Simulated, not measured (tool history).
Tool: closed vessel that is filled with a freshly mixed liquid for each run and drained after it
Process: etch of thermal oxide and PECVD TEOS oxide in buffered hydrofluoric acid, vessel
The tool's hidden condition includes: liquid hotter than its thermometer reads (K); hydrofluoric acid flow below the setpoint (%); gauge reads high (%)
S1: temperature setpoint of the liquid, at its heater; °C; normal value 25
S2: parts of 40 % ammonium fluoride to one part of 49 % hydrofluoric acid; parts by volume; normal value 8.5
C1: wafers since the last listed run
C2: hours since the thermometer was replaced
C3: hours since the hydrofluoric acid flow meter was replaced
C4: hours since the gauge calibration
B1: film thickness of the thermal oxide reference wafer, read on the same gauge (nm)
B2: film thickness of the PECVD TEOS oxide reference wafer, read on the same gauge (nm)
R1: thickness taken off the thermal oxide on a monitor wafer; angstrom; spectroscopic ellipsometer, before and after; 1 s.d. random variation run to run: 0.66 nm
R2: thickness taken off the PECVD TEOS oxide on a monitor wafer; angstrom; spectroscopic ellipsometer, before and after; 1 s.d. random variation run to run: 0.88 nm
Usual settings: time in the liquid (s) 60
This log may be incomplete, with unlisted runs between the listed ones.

{"run": 1, "hour": 0.0, "S1": 25, "S2": 8.5, "time in the liquid (s)": 60, "C1": 0, "C2": 728.1, "C3": 1104.4, "C4": 1896, "B1": 29.97, "B2": 140, "R1": 869.2, "R2": 1832.7}
{"run": 2, "hour": 83.4, "S1": 25, "S2": 8.5, "time in the liquid (s)": 60, "C1": 7450, "C2": 811.5, "C3": 1187.8, "C4": 1979.4, "B1": 30.02, "B2": 139.99, "R1": 875.6, "R2": 1831}
{"hour": 124.7, "done": "thermometer replaced"}
{"run": 3, "hour": 169.5, "S1": 25, "S2": 8.5, "time in the liquid (s)": 60, "C1": 7601, "C2": 44.8, "C3": 1273.9, "C4": 2065.5, "B1": 30.02, "B2": 140.01, "R1": 787.9, "R2": 1675.8}
{"run": 4, "hour": 262.2, "S1": 25, "S2": 8.5, "time in the liquid (s)": 60, "C1": 8280, "C2": 137.5, "C3": 1366.6, "C4": 2158.2, "B1": 29.99, "B2": 140.01, "R1": 803.4, "R2": 1679.8}
{"run": 5, "hour": 433.6, "S1": 25, "S2": 8.5, "time in the liquid (s)": 60, "C1": 15311, "C2": 308.9, "C3": 1538, "C4": 2329.6, "B1": 29.99, "B2": 140.03, "R1": 832.9, "R2": 1721.1}
{"run": 6, "hour": 522.2, "S1": 25, "S2": 8.5, "time in the liquid (s)": 50, "C1": 7914, "C2": 397.5, "C3": 1626.6, "C4": 2418.2, "B1": 29.98, "B2": 140.01, "R1": 689.7, "R2": 1458.4}
{"hour": 559.0, "done": "hydrofluoric acid flow meter replaced"}
{"hour": 607.4, "done": "gauge calibrated"}
{"run": 7, "hour": 625.1, "S1": 25, "S2": 8.5, "time in the liquid (s)": 50, "C1": 9102, "C2": 500.4, "C3": 66.1, "C4": 17.7, "B1": 29.97, "B2": 139.97, "R1": 697.3, "R2": 1475.1}
{"run": 8, "hour": 676.3, "S1": 25, "S2": 8.5, "time in the liquid (s)": 50, "C1": 4573, "C2": 551.6, "C3": 117.3, "C4": 68.9, "B1": 30.01, "B2": 139.97, "R1": 710, "R2": 1479}
{"run": 9, "hour": 747.5, "S1": 28.5, "S2": 10.5, "time in the liquid (s)": 60, "C1": 6360, "C2": 622.8, "C3": 188.5, "C4": 140.1, "B1": 29.98, "B2": 139.99, "R1": 859.7, "R2": 1812.2}
{"run": 10, "hour": 790.5, "S1": 22.5, "S2": 12, "time in the liquid (s)": 60, "C1": 3841, "C2": 665.8, "C3": 231.5, "C4": 183.1, "B1": 30.06, "B2": 140.01, "R1": 554.9, "R2": 1172.9}
{"run": 11, "hour": 845.0, "S1": 22, "S2": 7, "time in the liquid (s)": 80, "C1": 4868, "C2": 720.3, "C3": 286, "C4": 237.6, "B1": 29.99, "B2": 140.02, "R1": 1224.1, "R2": 2561.9}
{"hour": 928.4, "done": "thermometer replaced"}
{"run": 12, "hour": 941.8, "S1": 30, "S2": 11.5, "time in the liquid (s)": 60, "C1": 8557, "C2": 13.4, "C3": 382.8, "C4": 334.4, "B1": 29.97, "B2": 140.01, "R1": 782.4, "R2": 1654.7}
{"run": 13, "hour": 994.2, "S1": 27, "S2": 8.5, "time in the liquid (s)": 90, "C1": 4680, "C2": 65.8, "C3": 435.2, "C4": 386.8, "B1": 29.97, "B2": 140.01, "R1": 1325.3, "R2": 2779.2}
{"run": 14, "hour": 1101.5, "S1": 22.5, "S2": 5, "time in the liquid (s)": 30, "C1": 9585, "C2": 173.1, "C3": 542.5, "C4": 494.1, "B1": 30.01, "B2": 139.97, "R1": 585.2, "R2": 1207.4}
{"run": 15, "hour": 1140.9, "S1": 27, "S2": 5.5, "time in the liquid (s)": 35, "C1": 3519, "C2": 212.5, "C3": 581.9, "C4": 533.5, "B1": 29.98, "B2": 139.99, "R1": 793.4, "R2": 1668.3}
{"run": 16, "hour": 1184.6, "S1": 21, "S2": 7, "time in the liquid (s)": 50, "C1": 3903, "C2": 256.2, "C3": 625.6, "C4": 577.2, "B1": 30.03, "B2": 140.01, "R1": 666, "R2": 1403.1}
{"run": 17, "hour": 1271.8, "S1": 25, "S2": 10, "time in the liquid (s)": 60, "C1": 7789, "C2": 343.4, "C3": 712.8, "C4": 664.4, "B1": 30.01, "B2": 139.98, "R1": 710.6, "R2": 1493.4}
{"run": 18, "hour": 1345.3, "S1": 25, "S2": 8.5, "time in the liquid (s)": 60, "C1": 6565, "C2": 416.9, "C3": 786.3, "C4": 737.9, "B1": 30, "B2": 139.99, "R1": 828.3, "R2": 1723.9}
{"run": 19, "hour": 1421.3, "S1": 20.5, "S2": 6.5, "time in the liquid (s)": 30, "C1": 6789, "C2": 492.9, "C3": 862.3, "C4": 813.9, "B1": 29.96, "B2": 140.02, "R1": 429, "R2": 897.5}
{"run": 20, "hour": 1527.9, "S1": 25, "S2": 5.5, "time in the liquid (s)": 85, "C1": 9522, "C2": 599.5, "C3": 968.9, "C4": 920.5, "B1": 30, "B2": 139.96, "R1": 1826.1, "R2": 3824.9}
{"run": 21, "hour": 1745.1, "S1": 25, "S2": 8.5, "time in the liquid (s)": 60, "C1": 19402, "C2": 816.7, "C3": 1186.1, "C4": 1137.7, "B1": 29.99, "B2": 139.98, "R1": 862.2, "R2": 1845.8}
{"hour": 1753.3, "done": "thermometer replaced"}
{"run": 22, "hour": 1809.9, "S1": 29, "S2": 6.5, "time in the liquid (s)": 35, "C1": 5699, "C2": 56.6, "C3": 1250.9, "C4": 1202.5, "B1": 29.97, "B2": 140.01, "R1": 759.1, "R2": 1569.2}
{"run": 23, "hour": 1854.8, "S1": 22, "S2": 7, "time in the liquid (s)": 80, "C1": 4010, "C2": 101.5, "C3": 1295.8, "C4": 1247.4, "B1": 29.95, "B2": 140.01, "R1": 1118.6, "R2": 2329.8}
{"run": 24, "hour": 1905.8, "S1": 25, "S2": 8.5, "time in the liquid (s)": 60, "C1": 4555, "C2": 152.5, "C3": 1346.8, "C4": 1298.4, "B1": 30.01, "B2": 140, "R1": 812.5, "R2": 1683.3}
{"run": 25, "hour": 1945.5, "S1": 25, "S2": 8.5, "time in the liquid (s)": 50, "C1": 3546, "C2": 192.2, "C3": 1386.5, "C4": 1338.1, "B1": 30.01, "B2": 140.03, "R1": 666.2, "R2": 1400.7}
{"run": 26, "hour": 2047.4, "S1": 29.5, "S2": 6, "time in the liquid (s)": 70, "C1": 9102, "C2": 294.1, "C3": 1488.4, "C4": 1440, "B1": 30.02, "B2": 140, "R1": 1697.5, "R2": 3573.8}

4 options for the next run, each taken on its own from the tool as it stands now. Forecast them:
{"run": "A", "hour": 2048.1, "S1": 25, "S2": 8.5, "time in the liquid (s)": 30, "C1": 62, "C2": 294.8, "C3": 1489.1, "C4": 1440.7, "B1": "?", "B2": "?", "R1": "?", "R2": "?"}
{"run": "B", "hour": 2048.1, "S1": 29.5, "S2": 10, "time in the liquid (s)": 70, "C1": 62, "C2": 294.8, "C3": 1489.1, "C4": 1440.7, "B1": "?", "B2": "?", "R1": "?", "R2": "?"}
{"run": "C", "hour": 2048.1, "S1": 21, "S2": 8.5, "time in the liquid (s)": 60, "C1": 62, "C2": 294.8, "C3": 1489.1, "C4": 1440.7, "B1": "?", "B2": "?", "R1": "?", "R2": "?"}
{"run": "D", "hour": 2048.1, "S1": 29, "S2": 9.5, "time in the liquid (s)": 80, "C1": 62, "C2": 294.8, "C3": 1489.1, "C4": 1440.7, "B1": "?", "B2": "?", "R1": "?", "R2": "?"}

run=A B1=29.99 B2=140.02 R1=401.9 R2=861.8
run=B B1=29.99 B2=140.02 R1=1047.3 R2=2245.9
run=C B1=29.99 B2=140.02 R1=646.2 R2=1385.8
run=D B1=29.99 B2=140.02 R1=1204.2 R2=2582.3
With no hidden state in the tool, these same runs would have given:
run=A R1=383.4 R2=822.2
run=B R1=1000.6 R2=2145.7
run=C R1=615.8 R2=1320.5
run=D R1=1150.3 R2=2466.8

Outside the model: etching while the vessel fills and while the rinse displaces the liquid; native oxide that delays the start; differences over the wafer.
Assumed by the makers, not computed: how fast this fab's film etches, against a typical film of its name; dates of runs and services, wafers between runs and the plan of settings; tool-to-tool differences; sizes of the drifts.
